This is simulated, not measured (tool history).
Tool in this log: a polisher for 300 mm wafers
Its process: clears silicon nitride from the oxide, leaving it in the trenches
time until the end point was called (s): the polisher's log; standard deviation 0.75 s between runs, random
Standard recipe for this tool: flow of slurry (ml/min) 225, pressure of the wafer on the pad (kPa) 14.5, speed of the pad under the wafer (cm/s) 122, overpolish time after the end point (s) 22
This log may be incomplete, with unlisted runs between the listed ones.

run    hour  flow of slurry (ml/min)  pressure of the wafer on the pad (kPa)  speed of the pad under the wafer (cm/s)  overpolish time after the end point (s)  incoming thickness of the incoming film, nm  time until the end point was called (s)
  1       0                      225                                    11.7                                      122                                       22                                         80.5                                    109.7
  2    25.8                      190                                    14.5                                      122                                       22                                           79                                     89.6
       42.6  -- worn pad replaced by a new one
  3    68.9                      225                                    14.5                                      122                                       22                                         80.6                                     89.6
  4   123.1                      225                                    14.5                                      122                                       22                                         79.2                                     87.9
  5     159                      225                                    14.5                                       92                                       22                                           79                                    117.6
  6   194.5                      225                                    14.5                                      122                                       22                                         79.4                                     89.8
  7   225.4                      225                                    14.5                                      122                                       22                                         80.4                                     91.1
      275.5  -- worn pad replaced by a new one
  8   285.4                      225                                    14.5                                      122                                       22                                         79.8                                       90
  9     338                      225                                    14.5                                      122                                       22                                         79.8                                     91.8
 10   382.7                      225                                    14.5                                      122                                       22                                           80                                     92.1
 11   444.8                      225                                    14.5                                      122                                       22                                         79.8                                     93.1
 12     472                      225                                    14.5                                      122                                       22                                         80.2                                     94.2
        496  -- worn pad replaced by a new one
 13   529.7                      265                                    17.2                                      122                                       22                                         79.6                                     75.3
      571.3  -- head pressure recalibrated
 14   588.8                      225                                    17.9                                      132                                       22                                         78.5                                     75.1
 15   620.9                      225                                    14.5                                      122                                       22                                         80.2                                      103
      632.6  -- slurry nozzle cleaned
 16   658.6                      225                                    14.5                                      122                                       22                                           79                                     99.3
      724.4  -- worn pad replaced by a new one
 17   728.7                      225                                    14.5                                      122                                       13                                         80.8                                      103
 18   780.7                      300                                    14.5                                      122                                       22                                         80.4                                     99.3
      783.4  -- head pressure recalibrated, repeated, since the last time left the tool worse
 19   810.6                      225                                    18.6                                      158                                       22                                         78.8                                     50.8
 20   835.1                      225                                    14.5                                      122                                       22                                         79.9                                     87.4
 21   862.8                      225                                    14.5                                       98                                       22                                         78.7                                    106.9
      961.1  -- worn pad replaced by a new one
 22     995                      260                                    14.5                                      154                                       18                                         79.2                                     67.3
 23  1048.8                      225                                    14.5                                      164                                       22                                         79.9                                     63.9
 24  1105.8                      225                                    14.5                                      122                                       22                                         78.6                                     85.8

Below, some changes in time until the end point was called (s) between adjacent runs. For each, the amount present without the hidden state too (settings, incoming material, random variation) and the amount remaining for the hidden state with gauge scatter not shared by both compared results:
The hidden state here: removal rate lost through wear of the pad, %; slurry flow missing at the pad, %; deviation of the head's pressure from its setpoint, %.
Run 13 -> 14: flow of slurry (ml/min) 265 -> 225, pressure of the wafer on the pad (kPa) 17.2 -> 17.9, speed of the pad under the wafer (cm/s) 122 -> 132, head pressure recalibrated. time until the end point was called (s) -0.2: hidden state +5.6, all else -5.8.
Run 18 -> 19: flow of slurry (ml/min) 300 -> 225, pressure of the wafer on the pad (kPa) 14.5 -> 18.6, speed of the pad under the wafer (cm/s) 122 -> 158, head pressure recalibrated, repeated, since the last time left the tool worse. time until the end point was called (s) -48.5: hidden state -14.7, all else -33.8.
Run 21 -> 22: flow of slurry (ml/min) 225 -> 260, speed of the pad under the wafer (cm/s) 98 -> 154, overpolish time after the end point (s) 22 -> 18, worn pad replaced by a new one. time until the end point was called (s) -39.6: hidden state -0.6, all else -39.
